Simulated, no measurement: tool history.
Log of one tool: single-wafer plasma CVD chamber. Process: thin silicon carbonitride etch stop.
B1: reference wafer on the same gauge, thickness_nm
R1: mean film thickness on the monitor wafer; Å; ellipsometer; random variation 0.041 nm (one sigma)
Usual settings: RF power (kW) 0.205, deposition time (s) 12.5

Run 1, hour 0: usual settings but RF power (kW) 0.23, deposition time (s) 14.3; B1 7.917. Result: R1 79.3 Å.
Run 2, hour 65.4: usual settings but RF power (kW) 0.225; B1 7.924. Result: R1 69.31 Å.
Run 3, hour 101.2: usual settings but RF power (kW) 0.225; B1 7.927. Result: R1 69.7 Å.
Run 4, hour 170.8: usual settings but RF power (kW) 0.225; B1 7.914. Result: R1 69.68 Å.
Run 5, hour 202.2: usual settings; B1 7.92. Result: R1 67.65 Å.
Run 6, hour 227.9: usual settings; B1 7.924. Result: R1 67.08 Å.
Run 7, hour 252.7: usual settings; B1 7.926. Result: R1 67.57 Å.
Run 8, hour 283.6: usual settings; B1 7.912. Result: R1 67.31 Å.
Run 9, hour 341.7: usual settings; B1 7.923. Result: R1 67.52 Å.
Run 10, hour 405.8: usual settings but RF power (kW) 0.23, deposition time (s) 14; B1 7.922. Result: R1 78.07 Å.
Run 11, hour 468.2: usual settings but RF power (kW) 0.23, deposition time (s) 14; B1 7.932. Result: R1 77.73 Å.
At hour 519.5: thermocouple changed; heater temperature recalibrated.
Run 12, hour 533.6: usual settings but deposition time (s) 11.6; B1 7.918. Result: R1 62.89 Å.
At hour 566.5: RF generator calibrated.
Run 13, hour 603: usual settings but deposition time (s) 11.6; B1 7.926. Result: R1 63.24 Å.
Run 14, hour 638.6: usual settings but RF power (kW) 0.215; B1 7.924. Result: R1 68.5 Å.
Run 15, hour 693.4: usual settings but RF power (kW) 0.215; B1 7.921. Result: R1 68.3 Å.
Run 16, hour 754.5: usual settings; B1 7.909. Result: R1 67.42 Å.
Run 17, hour 805.7: usual settings; B1 7.911. Result: R1 67.88 Å.
At hour 838.8: gauge calibrated.
Run 18, hour 861.8: usual settings; B1 7.908. Result: R1 67.68 Å.
Run 19, hour 930.4: usual settings but RF power (kW) 0.235, deposition time (s) 14; B1 7.923. Result: R1 78.29 Å.
Run 20, hour 961: usual settings; B1 7.915. Result: R1 68.39 Å.
Run 21, hour 998.3: usual settings but RF power (kW) 0.175; B1 7.908. Result: R1 65.33 Å.
At hour 1015.5: showerhead replaced.
Run 22, hour 1039.8: usual settings but RF power (kW) 0.235, deposition time (s) 10.7; B1 7.927. Result: R1 60.46 Å.
Run 23, hour 1071: usual settings but deposition time (s) 13.3; B1 7.924. Result: R1 72.24 Å.
Run 24, hour 1142.7: usual settings but RF power (kW) 0.23, deposition time (s) 13.6; B1 7.927. Result: R1 76.02 Å.
Run 25, hour 1182.8: usual settings but RF power (kW) 0.23, deposition time (s) 14.1; B1 7.909. Result: R1 77.63 Å.
Run 26, hour 1254.2: usual settings but RF power (kW) 0.23, deposition time (s) 14.9; B1 7.924. Result: R1 83.72 Å.
Run 27, hour 1305.8: usual settings; B1 7.91. Result: R1 67.48 Å.
Run 28, hour 1364.8: usual settings; B1 7.932. Result: R1 67.87 Å.
Run 29, hour 1414.9: usual settings; B1 7.927. Result: R1 67.37 Å.
Run 30, hour 1475.3: usual settings but RF power (kW) 0.175, deposition time (s) 14.8; B1 7.929. Result: R1 77.49 Å.
Run 31, hour 1522.6: usual settings but deposition time (s) 10.1; B1 7.918. Result: R1 54.66 Å.
Run 32, hour 1554.6: usual settings but RF power (kW) 0.23; B1 7.925. Result: R1 69.38 Å.
Run 33, hour 1582.6: usual settings but RF power (kW) 0.24, deposition time (s) 14.2; B1 7.911. Result: R1 80.35 Å.
Run 34, hour 1635.8: usual settings but RF power (kW) 0.24, deposition time (s) 14.9; B1 7.911. Result: R1 83.1 Å.
Run 35, hour 1684.8: usual settings but RF power (kW) 0.235; B1 7.93. Result: R1 70.54 Å.

3 ways to go on from here, each from the tool as it stands after run 35. What would each give?
Run A, hour 1685.2: usual settings; B1 ?. Result: R1 ?.
Run B, hour 1685.2: usual settings but RF power (kW) 0.24, deposition time (s) 13.3; B1 ?. Result: R1 ?.
Run C, hour 1685.2: usual settings but RF power (kW) 0.18; B1 ?. Result: R1 ?.

run     B1     R1
  A  7.913  67.16
  B  7.913  74.38
  C  7.913  65.02
Without the tool's hidden state the same runs would have given:
run     R1
  A  67.16
  B  74.38
  C  65.02

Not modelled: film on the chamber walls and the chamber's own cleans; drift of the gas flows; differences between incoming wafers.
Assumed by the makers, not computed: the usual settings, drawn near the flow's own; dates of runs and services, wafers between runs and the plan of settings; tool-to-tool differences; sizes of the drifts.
